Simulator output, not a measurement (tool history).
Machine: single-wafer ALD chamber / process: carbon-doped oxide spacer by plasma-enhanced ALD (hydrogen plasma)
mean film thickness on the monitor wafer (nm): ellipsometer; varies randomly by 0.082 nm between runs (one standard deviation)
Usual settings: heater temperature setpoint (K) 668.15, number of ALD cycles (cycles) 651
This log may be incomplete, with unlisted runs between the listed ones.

run   hour  heater temperature setpoint (K)  number of ALD cycles (cycles)  wafers since the last listed run  hours since the last thermocouple change  hours since the gauge calibration  read-back reference wafer on the same gauge, thickness_nm  mean film thickness on the monitor wafer (nm)
  1      0                           668.15                            651                                 0                                    1610.3                               34.3                                                     34.813                                         32.815
  2    9.5                           668.15                            651                                 5                                    1619.8                               43.8                                                     34.803                                         32.898
  3   17.6                           668.15                            651                                 4                                    1627.9                               51.9                                                     34.812                                          32.77
  4   28.6                           668.15                            651                                 5                                    1638.9                               62.9                                                     34.812                                         32.868
  5   41.7                           668.15                            651                                 7                                      1652                                 76                                                     34.807                                         32.669
  6   58.3                           668.15                            651                                 8                                    1668.6                               92.6                                                     34.812                                         32.804
  7   71.7                           658.15                            651                                 7                                      1682                                106                                                     34.802                                         33.012
      81.2  -- gauge calibrated
  8   81.4                           658.15                            651                                 5                                    1691.7                                0.2                                                     34.804                                         32.815
  9   91.4                           658.15                            565                                 5                                    1701.7                               10.2                                                     34.806                                           28.4
 10    106                           662.15                            735                                 7                                    1716.3                               24.8                                                     34.768                                         37.092
 11  112.4                           668.15                            651                                 3                                    1722.7                               31.2                                                     34.799                                         32.929
 12  127.1                           668.15                            651                                 7                                    1737.4                               45.9                                                     34.802                                         32.831
 13  136.3                           678.15                            550                                 4                                    1746.6                               55.1                                                       34.8                                         27.333
 14    151                           678.15                            587                                 7                                    1761.3                               69.8                                                     34.788                                           29.1
     165.6  -- thermocouple changed; heater temperature recalibrated
 15  202.1                           683.15                            749                                23                                      36.5                              120.9                                                     34.808                                           36.4

Run 16 comes next. What will it give?
 16  213.9                           674.15                            651                                 6                                      48.3                              132.7                                                          ?                                              ?

{"run 16": {"read-back reference wafer on the same gauge, thickness_nm": 34.812, "mean film thickness on the monitor wafer (nm)": 32.485}}
Take away the tool's hidden state, keep the run-to-run variation as it was, and the same run would have given mean film thickness on the monitor wafer (nm) 32.485.
